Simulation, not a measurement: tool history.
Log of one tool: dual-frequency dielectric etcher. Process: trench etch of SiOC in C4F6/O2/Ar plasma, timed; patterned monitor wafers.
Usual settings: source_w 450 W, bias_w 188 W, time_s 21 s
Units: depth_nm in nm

run,hour,source_w,bias_w,time_s,wafers since the last listed run,hours since the last wet clean,hours since the last source power generator calibration,hours since the last bias power generator calibration,hours since the last upper electrode change,hours since the gauge calibration,"read-back reference wafer on the same gauge, depth_nm",depth_nm
1,0,450,188,21,0,303.8,2972.9,2674.7,3513.7,294.6,45.99,41.87
2,10.6,450,188,21,149,314.4,2983.5,2685.3,3524.3,305.2,45.99,41.75
3,22.5,450,188,21,168,326.3,2995.4,2697.2,3536.2,317.1,46,41.7
4,36.6,450,188,21,199,340.4,3009.5,2711.3,3550.3,331.2,45.98,41.34
# hour 64.6: upper electrode replaced
5,65.1,450,154,21,63,368.9,3038,2739.8,0.5,359.7,46.01,38.52
6,83.3,450,154,21,257,387.1,3056.2,2758,18.7,377.9,45.98,38.46
7,94.7,450,188,21,161,398.5,3067.6,2769.4,30.1,389.3,45.96,41.41
8,102.6,400,188,21,111,406.4,3075.5,2777.3,38,397.2,46.01,39.79
# hour 119: source power generator calibrated
# hour 131.9: wet clean of the chamber
9,132.4,450,188,21,182,0.5,13.4,2807.1,67.8,427,45.94,41
10,132.7,450,188,21,4,0.8,13.7,2807.4,68.1,427.3,45.99,41
11,136.7,450,188,21,56,4.8,17.7,2811.4,72.1,431.3,46,40.82
12,149,450,188,21,173,17.1,30,2823.7,84.4,443.6,45.97,40.97
13,160.5,450,188,21,162,28.6,41.5,2835.2,95.9,455.1,45.98,40.85
# hour 188: wet clean of the chamber, repeated, since the last time left the tool worse
14,188.5,450,188,25,56,0.5,69.5,2863.2,123.9,483.1,46.01,50.04
15,188.9,510,143,16.5,5,0.9,69.9,2863.6,124.3,483.5,46.02,31.23
16,196.1,450,188,15,101,8.1,77.1,2870.8,131.5,490.7,46,30.26
# hour 199.6: gauge calibrated
17,209.2,450,221,21,185,21.2,90.2,2883.9,144.6,9.6,45.95,44.96
18,219.5,530,156,21,145,31.5,100.5,2894.2,154.9,19.9,45.97,41.61
19,226.2,500,233,22.5,94,38.2,107.2,2900.9,161.6,26.6,46,50.83
20,237.4,350,209,21,158,49.4,118.4,2912.1,172.8,37.8,45.98,40.77
# hour 252.3: bias power generator calibrated
21,252.8,450,188,21,161,64.8,133.8,0.5,188.2,53.2,46,42.22
22,260.2,450,188,21,104,72.2,141.2,7.9,195.6,60.6,46.01,42.3
23,266.5,450,149,21,89,78.5,147.5,14.2,201.9,66.9,45.97,38.54
24,280.8,380,188,21,202,92.8,161.8,28.5,216.2,81.2,45.95,39.98
25,289.9,450,188,21,128,101.9,170.9,37.6,225.3,90.3,45.97,42.09
26,296.1,450,188,21,87,108.1,177.1,43.8,231.5,96.5,46.03,41.98
27,310.5,450,158,19,203,122.5,191.5,58.2,245.9,110.9,46.05,35.47
28,323.8,340,219,24,188,135.8,204.8,71.5,259.2,124.2,45.98,46.49
29,333.4,450,218,16,135,145.4,214.4,81.1,268.8,133.8,45.98,33.88

Forecast each of these 5 alternatives for the next run:
A,333.8,450,188,21,5,145.8,214.8,81.5,269.2,134.2,?,?
B,333.8,450,188,19,5,145.8,214.8,81.5,269.2,134.2,?,?
C,333.8,370,188,21,5,145.8,214.8,81.5,269.2,134.2,?,?
D,333.8,450,171,21,5,145.8,214.8,81.5,269.2,134.2,?,?
E,333.8,560,188,25.5,5,145.8,214.8,81.5,269.2,134.2,?,?

run,"read-back reference wafer on the same gauge, depth_nm",depth_nm
A,46.02,41.99
B,46.02,37.99
C,46.02,39.54
D,46.02,40.52
E,46.02,54.68
Without the tool's hidden state the same runs would have given:
run,depth_nm
A,42.35
B,38.32
C,39.89
D,40.87
E,55.15

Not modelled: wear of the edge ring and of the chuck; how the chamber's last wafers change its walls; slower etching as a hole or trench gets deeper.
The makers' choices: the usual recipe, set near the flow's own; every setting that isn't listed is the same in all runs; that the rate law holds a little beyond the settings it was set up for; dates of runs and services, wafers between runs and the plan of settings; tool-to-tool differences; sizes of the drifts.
